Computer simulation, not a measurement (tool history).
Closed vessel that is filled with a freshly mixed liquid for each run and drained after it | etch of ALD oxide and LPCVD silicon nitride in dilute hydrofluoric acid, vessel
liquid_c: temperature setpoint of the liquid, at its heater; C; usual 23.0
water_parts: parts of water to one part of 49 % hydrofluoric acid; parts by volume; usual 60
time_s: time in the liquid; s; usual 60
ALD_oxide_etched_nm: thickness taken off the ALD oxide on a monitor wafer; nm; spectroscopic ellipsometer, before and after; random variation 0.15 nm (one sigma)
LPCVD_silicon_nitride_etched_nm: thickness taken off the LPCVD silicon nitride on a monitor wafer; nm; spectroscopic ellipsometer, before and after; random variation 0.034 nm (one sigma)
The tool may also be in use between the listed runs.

run   hour  liquid_c  water_parts  time_s  wafers since the last listed run  hours since the thermometer was replaced  hours since the hydrofluoric acid flow meter was replaced  hours since the gauge calibration  read-back film thickness of the ALD oxide reference wafer, read on the same gauge (nm)  read-back film thickness of the LPCVD silicon nitride reference wafer, read on the same gauge (nm)  ALD_oxide_etched_nm  LPCVD_silicon_nitride_etched_nm
  1    0.0      23.0           60      60                                 0                                      18.2                                                       10.5                               37.3                                                                                   30.04                                                                                             109.996                23.82                            0.371
  2   33.7      23.0           60      60                              2131                                      51.9                                                       44.2                               71.0                                                                                   30.00                                                                                             110.008                24.09                            0.360
  3   49.9      23.0           60      60                              1024                                      68.1                                                       60.4                               87.2                                                                                   29.97                                                                                             109.997                24.14                            0.322
      54.7  -- thermometer replaced, repeated, since the last time left the tool worse
  4   62.5      23.0           60      60                               733                                       7.8                                                       73.0                               99.8                                                                                   29.98                                                                                             110.024                27.48                            0.415
  5   72.4      23.0           60      60                               626                                      17.7                                                       82.9                              109.7                                                                                   29.99                                                                                             109.999                27.30                            0.475
  6   84.3      19.5           45      45                               752                                      29.6                                                       94.8                              121.6                                                                                   30.01                                                                                             109.996                24.22                            0.287
  7   94.5      23.0           60      30                               645                                      39.8                                                      105.0                              131.8                                                                                   29.97                                                                                             110.016                13.59                            0.214
  8  105.7      23.0           50      35                               708                                      51.0                                                      116.2                              143.0                                                                                   30.02                                                                                             110.017                19.21                            0.302
  9  114.2      23.0           60      60                               537                                      59.5                                                      124.7                              151.5                                                                                   30.01                                                                                             109.991                27.16                            0.416
 10  128.4      20.5           60      60                               898                                      73.7                                                      138.9                              165.7                                                                                   30.01                                                                                             109.993                24.52                            0.346
 11  139.4      23.0           60      60                               695                                      84.7                                                      149.9                              176.7                                                                                   30.00                                                                                             109.990                27.17                            0.401
 12  153.3      23.0           60      60                               879                                      98.6                                                      163.8                              190.6                                                                                   29.97                                                                                             109.997                27.14                            0.415
 13  168.5      23.0           60      60                               961                                     113.8                                                      179.0                              205.8                                                                                   29.97                                                                                             110.006                27.06                            0.359
 14  175.1      24.5           60      60                               417                                     120.4                                                      185.6                              212.4                                                                                   29.97                                                                                             110.013                28.67                            0.441
 15  190.3      20.5           90      70                               961                                     135.6                                                      200.8                              227.6                                                                                   30.03                                                                                             110.000                18.16                            0.282
 16  199.3      19.5           40      30                               569                                     144.6                                                      209.8                              236.6                                                                                   30.01                                                                                             109.993                17.98                            0.265
 17  209.6      23.0           60      60                               651                                     154.9                                                      220.1                              246.9                                                                                   30.01                                                                                             110.013                27.28                            0.400
 18  220.9      23.0           60      60                               714                                     166.2                                                      231.4                              258.2                                                                                   30.01                                                                                             109.986                26.88                            0.396
 19  231.8      25.5           60      90                               689                                     177.1                                                      242.3                              269.1                                                                                   29.99                                                                                             110.014                44.59                            0.824
 20  248.2      28.0           50      60                              1037                                     193.5                                                      258.7                              285.5                                                                                   29.95                                                                                             110.009                40.28                            0.713
 21  254.3      18.5           60      30                               385                                     199.6                                                      264.8                              291.6                                                                                   29.99                                                                                             110.004                11.09                            0.154
 22  269.4      23.0           60      60                               955                                     214.7                                                      279.9                              306.7                                                                                   30.01                                                                                             110.004                27.04                            0.353
 23  280.7      21.0           70      60                               714                                     226.0                                                      291.2                              318.0                                                                                   30.01                                                                                             110.002                20.86                            0.363
 24  296.8      20.5           85      30                              1018                                     242.1                                                      307.3                              334.1                                                                                   30.02                                                                                             110.000                 8.44                            0.124
     307.6  -- gauge calibrated
 25  309.2      25.5           60      90                               784                                     254.5                                                      319.7                                1.6                                                                                   30.02                                                                                             109.992                45.30                            0.789

Hidden state at the last listed run before each entry between runs and at the first one after, where it differs:
Between runs 3 and 4: thermometer replaced, repeated, since the last time left the tool worse (hour 54.7)
  liquid colder than its thermometer reads (K): 3.25 -> 0.143
  measured less the result without the state, ALD_oxide_etched_nm: -3.50 -> -0.16 nm; LPCVD_silicon_nitride_etched_nm: -0.081 -> -0.004 nm
Between runs 24 and 25: gauge calibrated (hour 307.6)
  liquid colder than its thermometer reads (K): 0.365 -> 0.377
  measured less the result without the state, ALD_oxide_etched_nm: -0.13 -> -0.70 nm; LPCVD_silicon_nitride_etched_nm: -0.003 -> -0.020 nm
